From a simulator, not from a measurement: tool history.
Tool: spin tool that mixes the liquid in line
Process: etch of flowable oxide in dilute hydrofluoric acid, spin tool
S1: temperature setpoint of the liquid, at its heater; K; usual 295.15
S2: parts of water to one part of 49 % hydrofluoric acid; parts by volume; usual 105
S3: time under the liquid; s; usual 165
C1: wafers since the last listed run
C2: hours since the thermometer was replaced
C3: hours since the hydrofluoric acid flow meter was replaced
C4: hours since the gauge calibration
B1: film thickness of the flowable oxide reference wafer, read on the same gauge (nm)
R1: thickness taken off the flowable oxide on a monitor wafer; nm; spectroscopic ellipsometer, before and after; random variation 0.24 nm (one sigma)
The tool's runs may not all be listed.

run	hour	S1	S2	S3	C1	C2	C3	C4	B1	R1
1	0.0	295.15	105	120	0	1819.6	1920.1	303.2	139.99	41.43
2	15.5	295.15	105	165	124	1835.1	1935.6	318.7	140.01	56.29
3	31.5	295.15	105	165	128	1851.1	1951.6	334.7	139.98	57.03
4	45.7	295.15	105	165	114	1865.3	1965.8	348.9	140.03	57.25
5	61.9	295.15	105	165	130	1881.5	1982.0	365.1	140.00	57.42
6	111.0	295.15	105	165	395	1930.6	2031.1	414.2	140.00	57.18
7	126.0	295.15	105	165	120	1945.6	2046.1	429.2	140.00	58.05
8	172.6	295.15	95	165	375	1992.2	2092.7	475.8	140.02	65.05
9	190.0	295.15	95	165	140	2009.6	2110.1	493.2	140.00	64.64
# hour 192.6: gauge calibrated
10	196.8	296.65	105	165	54	2016.4	2116.9	4.2	140.01	61.43
11	212.0	296.65	105	165	122	2031.6	2132.1	19.4	139.99	61.54
12	223.2	296.65	105	165	90	2042.8	2143.3	30.6	140.00	61.73
13	240.3	295.15	105	165	137	2059.9	2160.4	47.7	140.02	58.96
14	248.6	295.15	105	165	66	2068.2	2168.7	56.0	140.00	58.45
15	262.1	295.15	105	165	108	2081.7	2182.2	69.5	139.99	57.72
16	268.8	295.15	105	165	53	2088.4	2188.9	76.2	140.03	58.49
17	282.4	296.65	130	260	109	2102.0	2202.5	89.8	139.99	77.28
18	288.6	295.15	105	165	49	2108.2	2208.7	96.0	140.00	58.72
19	304.2	292.65	130	265	125	2123.8	2224.3	111.6	140.00	67.28
20	312.2	295.15	130	245	64	2131.8	2232.3	119.6	140.01	68.99
21	330.0	291.65	80	165	143	2149.6	2250.1	137.4	139.99	68.71

Forecast run 22:
22	338.8	295.15	105	165	70	2158.4	2258.9	146.2	?	?

Run 22 gave B1 139.99, R1 58.80 nm.
Without the tool's hidden state the same run would have given R1 46.70 nm.
